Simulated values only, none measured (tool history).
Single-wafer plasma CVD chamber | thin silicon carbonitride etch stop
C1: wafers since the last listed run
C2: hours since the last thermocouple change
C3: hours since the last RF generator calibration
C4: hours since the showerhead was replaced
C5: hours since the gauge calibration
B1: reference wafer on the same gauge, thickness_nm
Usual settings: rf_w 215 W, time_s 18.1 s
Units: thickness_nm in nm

run 1 day=0 | rf_w=215 time_s=20.5 | C1=0 C2=1412.2 C3=1312.7 C4=1635.2 C5=387.5 | B1=10.117 | thickness_nm=12.599
run 2 day=0.683 | rf_w=215 time_s=20.5 | C1=648 C2=1428.6 C3=1329.1 C4=1651.6 C5=403.9 | B1=10.132 | thickness_nm=12.644
run 3 day=1.25 | rf_w=215 time_s=18.1 | C1=538 C2=1442.2 C3=1342.7 C4=1665.2 C5=417.5 | B1=10.103 | thickness_nm=11.122
run 4 day=1.979 | rf_w=215 time_s=18.1 | C1=692 C2=1459.7 C3=1360.2 C4=1682.7 C5=435 | B1=10.091 | thickness_nm=11.155
run 5 day=2.583 | rf_w=215 time_s=18.1 | C1=573 C2=1474.2 C3=1374.7 C4=1697.2 C5=449.5 | B1=10.103 | thickness_nm=11.068
run 6 day=3.408 | rf_w=215 time_s=18.1 | C1=783 C2=1494 C3=1394.5 C4=1717 C5=469.3 | B1=10.092 | thickness_nm=11.081
run 7 day=4.762 | rf_w=215 time_s=18.1 | C1=1286 C2=1526.5 C3=1427 C4=1749.5 C5=501.8 | B1=10.061 | thickness_nm=10.979
run 8 day=5.879 | rf_w=215 time_s=18.1 | C1=1060 C2=1553.3 C3=1453.8 C4=1776.3 C5=528.6 | B1=10.092 | thickness_nm=11.081
run 9 day=6.479 | rf_w=215 time_s=18.1 | C1=569 C2=1567.7 C3=1468.2 C4=1790.7 C5=543 | B1=10.061 | thickness_nm=11.09
-- day=8.354 thermocouple changed; heater temperature recalibrated
run 10 day=9.392 | rf_w=215 time_s=18.1 | C1=2449 C2=24.9 C3=1538.1 C4=1860.6 C5=612.9 | B1=10.059 | thickness_nm=10.967
run 11 day=10.175 | rf_w=240 time_s=20.2 | C1=743 C2=43.7 C3=1556.9 C4=1879.4 C5=631.7 | B1=10.037 | thickness_nm=12.707
run 12 day=11.183 | rf_w=250 time_s=19.8 | C1=957 C2=67.9 C3=1581.1 C4=1903.6 C5=655.9 | B1=9.998 | thickness_nm=12.59
run 13 day=12.354 | rf_w=245 time_s=15.2 | C1=1111 C2=96 C3=1609.2 C4=1931.7 C5=684 | B1=9.989 | thickness_nm=9.638
-- day=12.938 RF generator calibrated
run 14 day=12.958 | rf_w=180 time_s=15.5 | C1=257 C2=110.5 C3=0.5 C4=1946.2 C5=698.5 | B1=10.005 | thickness_nm=8.876
run 15 day=14.088 | rf_w=215 time_s=18.1 | C1=1072 C2=137.6 C3=27.6 C4=1973.3 C5=725.6 | B1=9.973 | thickness_nm=11.107
run 16 day=15.475 | rf_w=215 time_s=18.1 | C1=1317 C2=170.9 C3=60.9 C4=2006.6 C5=758.9 | B1=9.969 | thickness_nm=10.863
-- day=15.604 gauge calibrated
run 17 day=16.262 | rf_w=175 time_s=17 | C1=747 C2=189.8 C3=79.8 C4=2025.5 C5=15.8 | B1=10.306 | thickness_nm=9.995
run 18 day=17.433 | rf_w=255 time_s=20.8 | C1=1111 C2=217.9 C3=107.9 C4=2053.6 C5=43.9 | B1=10.308 | thickness_nm=13.757
run 19 day=18.417 | rf_w=230 time_s=18.1 | C1=933 C2=241.5 C3=131.5 C4=2077.2 C5=67.5 | B1=10.29 | thickness_nm=11.463
run 20 day=18.925 | rf_w=215 time_s=18.1 | C1=482 C2=253.7 C3=143.7 C4=2089.4 C5=79.7 | B1=10.291 | thickness_nm=11.216
run 21 day=19.5 | rf_w=215 time_s=16.2 | C1=546 C2=267.5 C3=157.5 C4=2103.2 C5=93.5 | B1=10.279 | thickness_nm=10.063
run 22 day=20.062 | rf_w=235 time_s=19.8 | C1=534 C2=281 C3=171 C4=2116.7 C5=107 | B1=10.26 | thickness_nm=12.688
run 23 day=20.821 | rf_w=215 time_s=18.1 | C1=720 C2=299.2 C3=189.2 C4=2134.9 C5=125.2 | B1=10.259 | thickness_nm=11.272
run 24 day=24.488 | rf_w=180 time_s=16.2 | C1=3482 C2=387.2 C3=277.2 C4=2222.9 C5=213.2 | B1=10.235 | thickness_nm=9.567
-- day=27.992 showerhead replaced
run 25 day=28.438 | rf_w=215 time_s=18.1 | C1=3434 C2=482 C3=372 C4=10.7 C5=308 | B1=10.182 | thickness_nm=11.128
run 26 day=29.812 | rf_w=175 time_s=16.7 | C1=1305 C2=515 C3=405 C4=43.7 C5=341 | B1=10.171 | thickness_nm=9.712
run 27 day=30.758 | rf_w=215 time_s=16.1 | C1=898 C2=537.7 C3=427.7 C4=66.4 C5=363.7 | B1=10.165 | thickness_nm=9.986
run 28 day=31.312 | rf_w=215 time_s=18.1 | C1=526 C2=551 C3=441 C4=79.7 C5=377 | B1=10.163 | thickness_nm=11.184
run 29 day=32.042 | rf_w=215 time_s=18.1 | C1=692 C2=568.5 C3=458.5 C4=97.2 C5=394.5 | B1=10.167 | thickness_nm=11.185
run 30 day=33.254 | rf_w=215 time_s=18.1 | C1=1151 C2=597.6 C3=487.6 C4=126.3 C5=423.6 | B1=10.165 | thickness_nm=11.076
run 31 day=34.196 | rf_w=190 time_s=20.1 | C1=894 C2=620.2 C3=510.2 C4=148.9 C5=446.2 | B1=10.106 | thickness_nm=11.888
run 32 day=36.004 | rf_w=215 time_s=18.1 | C1=1717 C2=663.6 C3=553.6 C4=192.3 C5=489.6 | B1=10.117 | thickness_nm=11.136
run 33 day=39.262 | rf_w=215 time_s=18.1 | C1=3094 C2=741.8 C3=631.8 C4=270.5 C5=567.8 | B1=10.075 | thickness_nm=11.092
run 34 day=40.258 | rf_w=175 time_s=18.1 | C1=945 C2=765.7 C3=655.7 C4=294.4 C5=591.7 | B1=10.075 | thickness_nm=10.438

5 ways to go on from here, each from the tool as it stands after run 34. What would each give?
run A day=40.275 | rf_w=215 time_s=16.5 | C1=15 C2=766.1 C3=656.1 C4=294.8 C5=592.1 | B1=? | thickness_nm=?
run B day=40.275 | rf_w=175 time_s=20.6 | C1=15 C2=766.1 C3=656.1 C4=294.8 C5=592.1 | B1=? | thickness_nm=?
run C day=40.275 | rf_w=250 time_s=16.7 | C1=15 C2=766.1 C3=656.1 C4=294.8 C5=592.1 | B1=? | thickness_nm=?
run D day=40.275 | rf_w=245 time_s=20.4 | C1=15 C2=766.1 C3=656.1 C4=294.8 C5=592.1 | B1=? | thickness_nm=?
run E day=40.275 | rf_w=180 time_s=17.2 | C1=15 C2=766.1 C3=656.1 C4=294.8 C5=592.1 | B1=? | thickness_nm=?

run=A B1=10.08 thickness_nm=10.099
run=B B1=10.08 thickness_nm=11.847
run=C B1=10.08 thickness_nm=10.698
run=D B1=10.08 thickness_nm=12.989
run=E B1=10.08 thickness_nm=9.976
Without the tool's hidden state the same runs would have given:
run=A thickness_nm=10.327
run=B thickness_nm=12.114
run=C thickness_nm=10.939
run=D thickness_nm=13.282
run=E thickness_nm=10.201
